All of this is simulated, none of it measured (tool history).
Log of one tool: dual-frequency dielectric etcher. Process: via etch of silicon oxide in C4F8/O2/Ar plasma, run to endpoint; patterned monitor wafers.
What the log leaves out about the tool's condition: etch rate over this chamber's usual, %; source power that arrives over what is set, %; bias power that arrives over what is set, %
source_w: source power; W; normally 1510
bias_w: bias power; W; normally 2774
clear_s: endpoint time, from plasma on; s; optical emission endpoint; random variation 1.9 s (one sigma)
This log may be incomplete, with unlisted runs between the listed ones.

run,hour,source_w,bias_w,wafers since the last listed run,hours since the last wet clean,hours since the last source power generator calibration,hours since the last bias power generator calibration,hours since the last upper electrode change,"incoming incoming film thickness, nm",clear_s
1,0,1240,2319,0,36.1,1159.7,3068.7,2940.8,1257.8,311.2
2,31.6,1260,2254,238,67.7,1191.3,3100.3,2972.4,1238.1,307.5
3,59.3,1260,2254,209,95.4,1219,3128,3000.1,1238.1,300.8
4,85,1260,2254,194,121.1,1244.7,3153.7,3025.8,1238.2,302.4
5,110.4,1510,2774,191,146.5,1270.1,3179.1,3051.2,1231.4,259.5
6,140.4,1510,2774,226,176.5,1300.1,3209.1,3081.2,1232.5,263.7
7,153.6,1510,2774,99,189.7,1313.3,3222.3,3094.4,1233.1,262.9
8,182.7,1640,2774,219,218.8,1342.4,3251.4,3123.5,1237.2,254.8
9,195.2,1510,2774,94,231.3,1354.9,3263.9,3136,1245.1,267.3
10,230.5,1510,2774,266,266.6,1390.2,3299.2,3171.3,1241,263.2
11,260,1510,2774,222,296.1,1419.7,3328.7,3200.8,1248.7,262.4
12,288.6,1510,2774,215,324.7,1448.3,3357.3,3229.4,1240.8,261.7
13,319.7,1510,2774,234,355.8,1479.4,3388.4,3260.5,1240.9,264
14,346.8,1510,2774,204,382.9,1506.5,3415.5,3287.6,1254.4,264.9
15,370.4,1510,2774,178,406.5,1530.1,3439.1,3311.2,1252.4,263.5
16,402.7,1590,2774,243,438.8,1562.4,3471.4,3343.5,1227.6,250.3
17,419.1,1750,2499,123,455.2,1578.8,3487.8,3359.9,1234.1,258.3
18,436.2,1510,2774,129,472.3,1595.9,3504.9,3377,1237.5,257.4
19,459.8,1510,2774,178,495.9,1619.5,3528.5,3400.6,1241,259.5
# hour 486.1: wet clean of the chamber
20,486.6,1510,2774,21,0.5,1646.3,3555.3,3427.4,1250.8,270.1
# hour 501.8: bias power generator calibrated
21,511.1,1510,2774,154,25,1670.8,9.3,3451.9,1241.4,271.6
# hour 538.4: upper electrode replaced
22,538.9,1510,2774,28,52.8,1698.6,37.1,0.5,1238.6,264.2
23,549.1,1510,2600,77,63,1708.8,47.3,10.7,1241.1,271
24,585,1270,2427,271,98.9,1744.7,83.2,46.6,1245.1,298.4
25,614.1,1690,2392,219,128,1773.8,112.3,75.7,1248.1,268.5
26,647.2,1740,3033,249,161.1,1806.9,145.4,108.8,1223.6,241
# hour 660.1: source power generator calibrated
27,666.1,1210,2344,112,180,6,164.3,127.7,1232.9,302.1
28,688.3,1510,2774,167,202.2,28.2,186.5,149.9,1228.8,263.1
29,707.4,1650,2426,144,221.3,47.3,205.6,169,1234.5,264.3
30,737.2,1140,2774,225,251.1,77.1,235.4,198.8,1239.9,290.5
31,759.4,1800,3252,167,273.3,99.3,257.6,221,1232.6,233.4
32,790.3,1200,2949,233,304.2,130.2,288.5,251.9,1250.6,277.8
33,820.2,1510,2774,225,334.1,160.1,318.4,281.8,1248.4,260.8
34,865.4,1210,2774,341,379.3,205.3,363.6,327,1244.5,282.6
35,897.1,1270,3414,239,411,237,395.3,358.7,1243.6,253.2

What was the tool's hidden state at every run in the log?
source power that arrives over what is set, %: 0 on each run
bias power that arrives over what is set, %: 0 on each run
H1: etch rate over this chamber's usual, %
run,H1
1,-0.18
2,0.0315
3,0.217
4,0.389
5,0.558
6,0.759
7,0.847
8,1.04
9,1.13
10,1.36
11,1.56
12,1.75
13,1.96
14,2.14
15,2.3
16,2.51
17,2.62
18,2.74
19,2.89
20,-0.103
21,0.0609
22,0.247
23,0.315
24,0.555
25,0.75
26,0.971
27,1.1
28,1.25
29,1.37
30,1.57
31,1.72
32,1.93
33,2.13
34,2.43
35,2.64
